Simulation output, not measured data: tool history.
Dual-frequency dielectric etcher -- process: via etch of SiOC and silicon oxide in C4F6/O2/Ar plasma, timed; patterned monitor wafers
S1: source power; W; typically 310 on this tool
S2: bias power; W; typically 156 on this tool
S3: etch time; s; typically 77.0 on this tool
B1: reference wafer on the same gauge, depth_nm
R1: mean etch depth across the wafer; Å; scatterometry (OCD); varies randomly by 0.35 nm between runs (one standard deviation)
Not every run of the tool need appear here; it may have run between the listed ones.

{"run": 1, "hour": 0.0, "S1": 310, "S2": 156, "S3": 77.0, "B1": 96.9, "R1": 854}
{"run": 2, "hour": 33.5, "S1": 310, "S2": 156, "S3": 77.0, "B1": 96.8, "R1": 865}
{"run": 3, "hour": 66.9, "S1": 310, "S2": 156, "S3": 77.0, "B1": 97.0, "R1": 862}
{"hour": 110.8, "done": "wet clean of the chamber"}
{"run": 4, "hour": 119.1, "S1": 310, "S2": 156, "S3": 77.0, "B1": 96.9, "R1": 838}
{"run": 5, "hour": 162.6, "S1": 310, "S2": 156, "S3": 77.0, "B1": 96.9, "R1": 844}
{"run": 6, "hour": 200.2, "S1": 310, "S2": 156, "S3": 77.0, "B1": 96.9, "R1": 842}
{"run": 7, "hour": 228.8, "S1": 310, "S2": 156, "S3": 77.0, "B1": 96.9, "R1": 854}
{"run": 8, "hour": 268.2, "S1": 310, "S2": 156, "S3": 77.0, "B1": 96.7, "R1": 856}
{"run": 9, "hour": 309.6, "S1": 310, "S2": 156, "S3": 77.0, "B1": 96.8, "R1": 864}
{"run": 10, "hour": 365.9, "S1": 310, "S2": 156, "S3": 77.0, "B1": 96.9, "R1": 861}
{"run": 11, "hour": 426.4, "S1": 360, "S2": 156, "S3": 77.0, "B1": 96.9, "R1": 925}
{"run": 12, "hour": 466.1, "S1": 360, "S2": 156, "S3": 77.0, "B1": 97.0, "R1": 922}
{"hour": 500.4, "done": "wet clean of the chamber"}
{"hour": 504.9, "done": "source power generator calibrated"}
{"run": 13, "hour": 573.1, "S1": 310, "S2": 156, "S3": 60.5, "B1": 96.9, "R1": 657}
{"run": 14, "hour": 602.9, "S1": 310, "S2": 125, "S3": 77.0, "B1": 97.0, "R1": 803}
{"run": 15, "hour": 633.8, "S1": 330, "S2": 176, "S3": 77.0, "B1": 96.9, "R1": 894}
{"run": 16, "hour": 696.1, "S1": 310, "S2": 156, "S3": 95.0, "B1": 96.9, "R1": 1047}
{"run": 17, "hour": 759.6, "S1": 340, "S2": 177, "S3": 62.0, "B1": 97.0, "R1": 740}
{"run": 18, "hour": 828.9, "S1": 310, "S2": 173, "S3": 84.5, "B1": 96.9, "R1": 971}
{"hour": 862.6, "done": "upper electrode replaced"}
{"run": 19, "hour": 863.1, "S1": 340, "S2": 191, "S3": 90.5, "B1": 97.0, "R1": 1115}
{"hour": 908.6, "done": "wet clean of the chamber"}
{"hour": 957.7, "done": "bias power generator calibrated"}
{"hour": 1052.8, "done": "gauge calibrated"}
{"run": 20, "hour": 1069.5, "S1": 310, "S2": 156, "S3": 91.5, "B1": 97.0, "R1": 1009}
{"run": 21, "hour": 1101.0, "S1": 310, "S2": 156, "S3": 77.0, "B1": 96.8, "R1": 854}
{"run": 22, "hour": 1129.0, "S1": 360, "S2": 193, "S3": 77.0, "B1": 96.9, "R1": 959}
{"run": 23, "hour": 1175.6, "S1": 340, "S2": 156, "S3": 77.0, "B1": 96.9, "R1": 892}
{"run": 24, "hour": 1216.8, "S1": 310, "S2": 156, "S3": 77.0, "B1": 96.9, "R1": 871}
{"hour": 1272.2, "done": "wet clean of the chamber"}
{"run": 25, "hour": 1272.7, "S1": 350, "S2": 136, "S3": 89.0, "B1": 97.0, "R1": 980}
{"run": 26, "hour": 1363.4, "S1": 310, "S2": 156, "S3": 77.0, "B1": 97.0, "R1": 840}
{"run": 27, "hour": 1394.0, "S1": 250, "S2": 184, "S3": 92.0, "B1": 97.0, "R1": 952}
{"run": 28, "hour": 1428.1, "S1": 360, "S2": 156, "S3": 69.5, "B1": 97.0, "R1": 811}

Below are 5 alternative next runs, each starting from the tool's condition after run 28. Predict each:
{"run": "A", "hour": 1428.5, "S1": 240, "S2": 156, "S3": 77.0, "B1": "?", "R1": "?"}
{"run": "B", "hour": 1428.5, "S1": 260, "S2": 189, "S3": 55.5, "B1": "?", "R1": "?"}
{"run": "C", "hour": 1428.5, "S1": 270, "S2": 120, "S3": 71.0, "B1": "?", "R1": "?"}
{"run": "D", "hour": 1428.5, "S1": 270, "S2": 181, "S3": 58.0, "B1": "?", "R1": "?"}
{"run": "E", "hour": 1428.5, "S1": 350, "S2": 184, "S3": 77.0, "B1": "?", "R1": "?"}

run=A B1=96.8 R1=757
run=B B1=96.8 R1=591
run=C B1=96.8 R1=694
run=D B1=96.8 R1=621
run=E B1=96.8 R1=921
The same runs, with their run-to-run variation unchanged, on a tool lacking any hidden condition would have given:
run=A R1=746
run=B R1=582
run=C R1=684
run=D R1=611
run=E R1=908
